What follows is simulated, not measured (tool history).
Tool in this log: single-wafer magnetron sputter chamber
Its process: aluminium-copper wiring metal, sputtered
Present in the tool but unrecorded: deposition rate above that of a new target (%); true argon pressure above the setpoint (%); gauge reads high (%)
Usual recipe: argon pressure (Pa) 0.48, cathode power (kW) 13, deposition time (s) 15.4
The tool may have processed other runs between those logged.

run	hour	argon pressure (Pa)	cathode power (kW)	deposition time (s)	wafers since the last listed run	wafers on the sputter target	hours since the last manometer calibration	hours since the magnet pack was replaced	hours since the gauge calibration	read-back reference wafer on the same gauge, thickness_nm	mean film thickness on the monitor wafer (nm)
1	0	0.48	13	15.4	0	635	1393.9	7649.1	70.1	363.234	311.233
2	9.3	0.48	13	15.4	249	884	1403.2	7658.4	79.4	363.091	312.422
3	22.8	0.48	13	15.4	362	1246	1416.7	7671.9	92.9	362.944	310.81
4	29.7	0.48	13	15.4	185	1432	1423.6	7678.8	99.8	362.949	310.639
5	56.3	0.48	12.1	15.4	713	2145	1450.2	7705.4	126.4	363.149	297.48
6	70.8	0.48	12.1	15.4	389	2534	1464.7	7719.9	140.9	362.445	298.568
# hour 94.4: capacitance manometer re-zeroed and calibrated
# hour 94.5: sputter target and shields replaced
# hour 104.1: gauge calibrated
# hour 106.4: magnet pack replaced
7	106.9	0.48	12.1	15.4	536	117	12.5	0.5	2.8	362.762	297.128
8	118.5	0.48	13	14.5	311	428	24.1	12.1	14.4	362.792	294.095
9	128.9	0.48	13	14.1	279	707	34.5	22.5	24.8	362.886	286.102
10	136.5	0.409	15.65	14.4	203	911	42.1	30.1	32.4	363.224	336.884
11	150.1	0.48	11.7	15.4	364	1276	55.7	43.7	46	363.188	292.002
12	165.9	0.642	13	15.4	423	1700	71.5	59.5	61.8	363.166	292.519
13	179.3	0.626	15.2	17.3	359	2059	84.9	72.9	75.2	363.024	360.29
14	194.1	0.567	11.75	17.2	397	2456	99.7	87.7	90	363.108	317.545
15	209.8	0.48	13	15.4	421	2878	115.4	103.4	105.7	363.203	310.376
16	217.2	0.585	13	12.4	198	3076	122.8	110.8	113.1	362.891	239.312
17	223.2	0.48	13	15.4	160	3237	128.8	116.8	119.1	363.353	310.668
18	234.3	0.565	13	15.4	297	3535	139.9	127.9	130.2	362.723	301.047

Here are 5 independent what-if runs from the current tool condition. What would each one return?
A	234.7	0.48	13	15.4	10	3546	140.3	128.3	130.6	?	?
B	234.7	0.532	10.95	17.1	10	3546	140.3	128.3	130.6	?	?
C	234.7	0.557	15.6	13.7	10	3546	140.3	128.3	130.6	?	?
D	234.7	0.57	10.45	17.7	10	3546	140.3	128.3	130.6	?	?
E	234.7	0.549	11.15	15.4	10	3546	140.3	128.3	130.6	?	?

run	read-back reference wafer on the same gauge, thickness_nm	mean film thickness on the monitor wafer (nm)
A	363.057	311.568
B	363.057	306.002
C	363.057	300.937
D	363.057	303.67
E	363.057	276.449
Take away the tool's hidden state, keep each run's random variation, and the runs would have read:
run	mean film thickness on the monitor wafer (nm)
A	311.568
B	306.002
C	300.937
D	303.67
E	276.449

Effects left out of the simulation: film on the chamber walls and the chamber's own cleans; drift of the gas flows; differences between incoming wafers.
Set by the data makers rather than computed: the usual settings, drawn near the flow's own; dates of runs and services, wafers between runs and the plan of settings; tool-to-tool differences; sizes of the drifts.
